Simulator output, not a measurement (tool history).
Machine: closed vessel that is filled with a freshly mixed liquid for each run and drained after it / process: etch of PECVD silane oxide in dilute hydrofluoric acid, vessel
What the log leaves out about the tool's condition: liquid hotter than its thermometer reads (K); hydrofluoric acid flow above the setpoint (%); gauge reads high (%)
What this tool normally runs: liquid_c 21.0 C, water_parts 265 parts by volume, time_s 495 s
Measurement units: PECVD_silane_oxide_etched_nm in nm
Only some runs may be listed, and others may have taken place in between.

| run | hour | liquid_c | water_parts | time_s | wafers since the last listed run | hours since the thermometer was replaced | hours since the hydrofluoric acid flow meter was replaced | hours since the gauge calibration | read-back film thickness of the PECVD silane oxide reference wafer, read on the same gauge (nm) | PECVD_silane_oxide_etched_nm |
|---|---|---|---|---|---|---|---|---|---|---|
| 1 | 0.0 | 21.0 | 265 | 495 | 0 | 1298.8 | 447.4 | 2491.6 | 140.02 | 55.47 |
| 2 | 89.1 | 21.0 | 235 | 495 | 6560 | 1387.9 | 536.5 | 2580.7 | 139.98 | 64.38 |
| 3 | 167.8 | 21.0 | 235 | 495 | 5795 | 1466.6 | 615.2 | 2659.4 | 139.99 | 64.52 |
|  | 246.8 | thermometer replaced |
| 4 | 251.2 | 21.0 | 265 | 715 | 6067 | 4.4 | 698.6 | 2742.8 | 139.99 | 80.28 |
| 5 | 306.6 | 21.0 | 265 | 715 | 4079 | 59.8 | 754.0 | 2798.2 | 140.02 | 80.38 |
| 6 | 408.4 | 21.0 | 265 | 495 | 7495 | 161.6 | 855.8 | 2900.0 | 140.01 | 55.64 |
| 7 | 465.9 | 21.0 | 265 | 495 | 4233 | 219.1 | 913.3 | 2957.5 | 140.01 | 55.42 |
| 8 | 570.8 | 21.0 | 265 | 495 | 7724 | 324.0 | 1018.2 | 3062.4 | 140.00 | 55.79 |
| 9 | 646.9 | 21.0 | 355 | 495 | 5603 | 400.1 | 1094.3 | 3138.5 | 140.01 | 38.35 |
| 10 | 728.3 | 21.0 | 265 | 495 | 5993 | 481.5 | 1175.7 | 3219.9 | 139.98 | 55.81 |
| 11 | 788.5 | 21.0 | 265 | 495 | 4432 | 541.7 | 1235.9 | 3280.1 | 140.00 | 55.78 |
| 12 | 893.8 | 23.5 | 155 | 400 | 7753 | 647.0 | 1341.2 | 3385.4 | 140.01 | 94.54 |
| 13 | 1001.6 | 24.0 | 160 | 495 | 7937 | 754.8 | 1449.0 | 3493.2 | 140.01 | 114.54 |
|  | 1020.5 | gauge calibrated |
| 14 | 1070.7 | 21.0 | 265 | 495 | 5088 | 823.9 | 1518.1 | 50.2 | 140.00 | 55.83 |
| 15 | 1168.1 | 21.0 | 380 | 495 | 7172 | 921.3 | 1615.5 | 147.6 | 139.99 | 34.91 |
| 16 | 1259.2 | 25.5 | 265 | 495 | 6708 | 1012.4 | 1706.6 | 238.7 | 139.98 | 65.45 |
| 17 | 1330.7 | 18.5 | 265 | 780 | 5264 | 1083.9 | 1778.1 | 310.2 | 140.00 | 79.62 |
| 18 | 1435.0 | 21.0 | 370 | 785 | 7680 | 1188.2 | 1882.4 | 414.5 | 140.02 | 57.95 |
| 19 | 1490.9 | 21.0 | 320 | 495 | 4116 | 1244.1 | 1938.3 | 470.4 | 140.01 | 43.79 |
| 20 | 1575.5 | 21.0 | 265 | 495 | 6229 | 1328.7 | 2022.9 | 555.0 | 140.00 | 55.57 |
| 21 | 1657.6 | 21.0 | 265 | 635 | 6045 | 1410.8 | 2105.0 | 637.1 | 140.01 | 71.30 |
|  | 1719.6 | thermometer replaced |
| 22 | 1723.9 | 17.5 | 265 | 495 | 4808 | 4.3 | 2171.3 | 703.4 | 140.00 | 48.72 |
|  | 1730.9 | hydrofluoric acid flow meter replaced |
| 23 | 1802.1 | 21.0 | 265 | 495 | 5684 | 82.5 | 71.2 | 781.6 | 140.02 | 55.50 |
| 24 | 1874.2 | 17.0 | 390 | 495 | 5309 | 154.6 | 143.3 | 853.7 | 140.01 | 29.40 |
| 25 | 1969.6 | 21.0 | 200 | 495 | 7024 | 250.0 | 238.7 | 949.1 | 140.01 | 78.59 |
| 26 | 2076.4 | 24.5 | 180 | 255 | 7864 | 356.8 | 345.5 | 1055.9 | 139.99 | 52.49 |
| 27 | 2154.5 | 17.0 | 265 | 345 | 5750 | 434.9 | 423.6 | 1134.0 | 140.02 | 33.46 |
| 28 | 2197.8 | 21.0 | 265 | 495 | 3188 | 478.2 | 466.9 | 1177.3 | 140.01 | 55.66 |
| 29 | 2243.4 | 26.0 | 150 | 570 | 3357 | 523.8 | 512.5 | 1222.9 | 139.99 | 153.51 |
| 30 | 2293.7 | 23.0 | 265 | 495 | 3703 | 574.1 | 562.8 | 1273.2 | 140.00 | 59.95 |
| 31 | 2370.4 | 21.0 | 265 | 785 | 5647 | 650.8 | 639.5 | 1349.9 | 140.01 | 88.37 |
| 32 | 2426.2 | 19.0 | 135 | 725 | 4108 | 706.6 | 695.3 | 1405.7 | 140.00 | 168.65 |
| 33 | 2522.9 | 25.5 | 265 | 205 | 7120 | 803.3 | 792.0 | 1502.4 | 140.00 | 27.16 |

Run-by-run hidden state of the tool:
liquid hotter than its thermometer reads (K): 0 across all the runs
hydrofluoric acid flow above the setpoint (%): 0 across all the runs
gauge reads high (%): 0 across all the runs
